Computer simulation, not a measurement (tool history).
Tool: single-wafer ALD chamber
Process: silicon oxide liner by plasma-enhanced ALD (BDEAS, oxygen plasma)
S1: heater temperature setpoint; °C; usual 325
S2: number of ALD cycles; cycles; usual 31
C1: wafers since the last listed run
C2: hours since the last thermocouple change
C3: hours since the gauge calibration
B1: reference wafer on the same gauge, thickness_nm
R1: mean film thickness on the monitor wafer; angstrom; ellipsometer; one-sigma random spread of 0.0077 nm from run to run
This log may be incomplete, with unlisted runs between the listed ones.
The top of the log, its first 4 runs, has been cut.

Run 5, hour 89.0: usual settings; C1 605; C2 738.4; C3 331.6; B1 3.763. Result: R1 31.42 angstrom.
Run 6, hour 98.4: usual settings; C1 127; C2 747.8; C3 341.0; B1 3.768. Result: R1 31.48 angstrom.
Run 7, hour 106.6: usual settings; C1 111; C2 756.0; C3 349.2; B1 3.768. Result: R1 31.43 angstrom.
Run 8, hour 114.4: usual settings; C1 105; C2 763.8; C3 357.0; B1 3.773. Result: R1 31.42 angstrom.
Run 9, hour 151.4: usual settings; C1 502; C2 800.8; C3 394.0; B1 3.772. Result: R1 31.47 angstrom.
Run 10, hour 161.8: usual settings; C1 141; C2 811.2; C3 404.4; B1 3.770. Result: R1 31.52 angstrom.
Run 11, hour 174.2: usual settings; C1 168; C2 823.6; C3 416.8; B1 3.774. Result: R1 31.61 angstrom.
Run 12, hour 186.2: usual settings but S1 337 °C; C1 162; C2 835.6; C3 428.8; B1 3.773. Result: R1 31.15 angstrom.
Run 13, hour 200.5: usual settings but S1 337 °C; C1 194; C2 849.9; C3 443.1; B1 3.771. Result: R1 30.93 angstrom.
Run 14, hour 212.7: usual settings but S1 337 °C; C1 165; C2 862.1; C3 455.3; B1 3.772. Result: R1 30.99 angstrom.
Run 15, hour 229.7: usual settings; C1 230; C2 879.1; C3 472.3; B1 3.773. Result: R1 31.46 angstrom.
Run 16, hour 240.9: usual settings but S1 316 °C; C1 152; C2 890.3; C3 483.5; B1 3.773. Result: R1 31.79 angstrom.
Run 17, hour 247.8: usual settings but S1 332 °C, S2 37 cycles; C1 93; C2 897.2; C3 490.4; B1 3.774. Result: R1 37.20 angstrom.

Predict the results of run 18:
Run 18, hour 265.8: usual settings but S1 330 °C, S2 35 cycles; C1 244; C2 915.2; C3 508.4; B1 ?. Result: R1 ?.

Run 18 measured B1 3.774, R1 35.41 angstrom.
Had the tool carried no hidden state, the very same run would have given R1 34.80 angstrom.
